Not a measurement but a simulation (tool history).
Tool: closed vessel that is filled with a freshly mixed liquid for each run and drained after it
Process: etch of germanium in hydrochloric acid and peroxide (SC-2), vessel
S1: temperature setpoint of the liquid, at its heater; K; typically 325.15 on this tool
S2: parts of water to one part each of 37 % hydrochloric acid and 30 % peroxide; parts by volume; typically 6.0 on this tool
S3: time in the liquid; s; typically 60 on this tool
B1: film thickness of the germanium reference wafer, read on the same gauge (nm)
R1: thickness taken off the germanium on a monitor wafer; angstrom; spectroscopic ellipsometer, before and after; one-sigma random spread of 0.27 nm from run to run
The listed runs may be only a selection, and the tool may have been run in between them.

run 1 hour=0.0 | S1=325.15 S2=6.0 S3=60 | B1=100.00 | R1=1337.8
run 2 hour=13.7 | S1=325.15 S2=6.0 S3=60 | B1=99.98 | R1=1331.1
run 3 hour=36.8 | S1=325.15 S2=6.0 S3=60 | B1=99.99 | R1=1331.1
run 4 hour=49.5 | S1=325.15 S2=7.5 S3=60 | B1=99.99 | R1=1314.4
run 5 hour=70.8 | S1=325.15 S2=6.0 S3=60 | B1=100.00 | R1=1330.5
run 6 hour=83.7 | S1=328.15 S2=6.0 S3=90 | B1=100.01 | R1=2184.7
run 7 hour=100.7 | S1=328.15 S2=6.0 S3=90 | B1=100.02 | R1=2192.6
run 8 hour=117.6 | S1=325.15 S2=4.5 S3=60 | B1=99.99 | R1=1337.4
run 9 hour=136.4 | S1=325.15 S2=4.5 S3=60 | B1=100.02 | R1=1333.3
run 10 hour=160.5 | S1=325.15 S2=4.0 S3=60 | B1=100.01 | R1=1331.9
run 11 hour=184.2 | S1=325.15 S2=4.0 S3=60 | B1=99.99 | R1=1334.2
run 12 hour=198.5 | S1=329.65 S2=8.0 S3=60 | B1=100.01 | R1=1492.8
run 13 hour=213.1 | S1=329.65 S2=8.0 S3=60 | B1=100.00 | R1=1489.2
run 14 hour=236.7 | S1=325.15 S2=9.0 S3=60 | B1=100.00 | R1=1286.9
-- hour=240.9 gauge calibrated
run 15 hour=251.4 | S1=325.15 S2=6.0 S3=80 | B1=100.00 | R1=1750.6
run 16 hour=320.1 | S1=330.15 S2=6.0 S3=60 | B1=99.99 | R1=1536.3
run 17 hour=339.4 | S1=327.65 S2=4.5 S3=60 | B1=99.99 | R1=1431.8
-- hour=352.9 thermometer replaced
run 18 hour=360.3 | S1=325.15 S2=6.0 S3=60 | B1=99.99 | R1=1345.9
run 19 hour=392.3 | S1=334.65 S2=8.5 S3=30 | B1=100.00 | R1=880.1
run 20 hour=406.9 | S1=318.15 S2=8.5 S3=60 | B1=100.01 | R1=1050.9
run 21 hour=423.9 | S1=325.15 S2=7.0 S3=60 | B1=100.00 | R1=1333.9
run 22 hour=441.0 | S1=318.15 S2=6.0 S3=60 | B1=99.98 | R1=1063.7
-- hour=446.8 chemicals flow meter replaced
-- hour=449.7 new drum of peroxide connected
run 23 hour=542.3 | S1=325.15 S2=5.0 S3=60 | B1=99.98 | R1=1340.0

Forecast run 24:
run 24 hour=566.9 | S1=325.15 S2=5.0 S3=30 | B1=? | R1=?

B1: 99.98
R1: 670.9 angstrom
With the hidden condition absent and the run-to-run variation left alone, this run would have shown R1 679.3 angstrom.
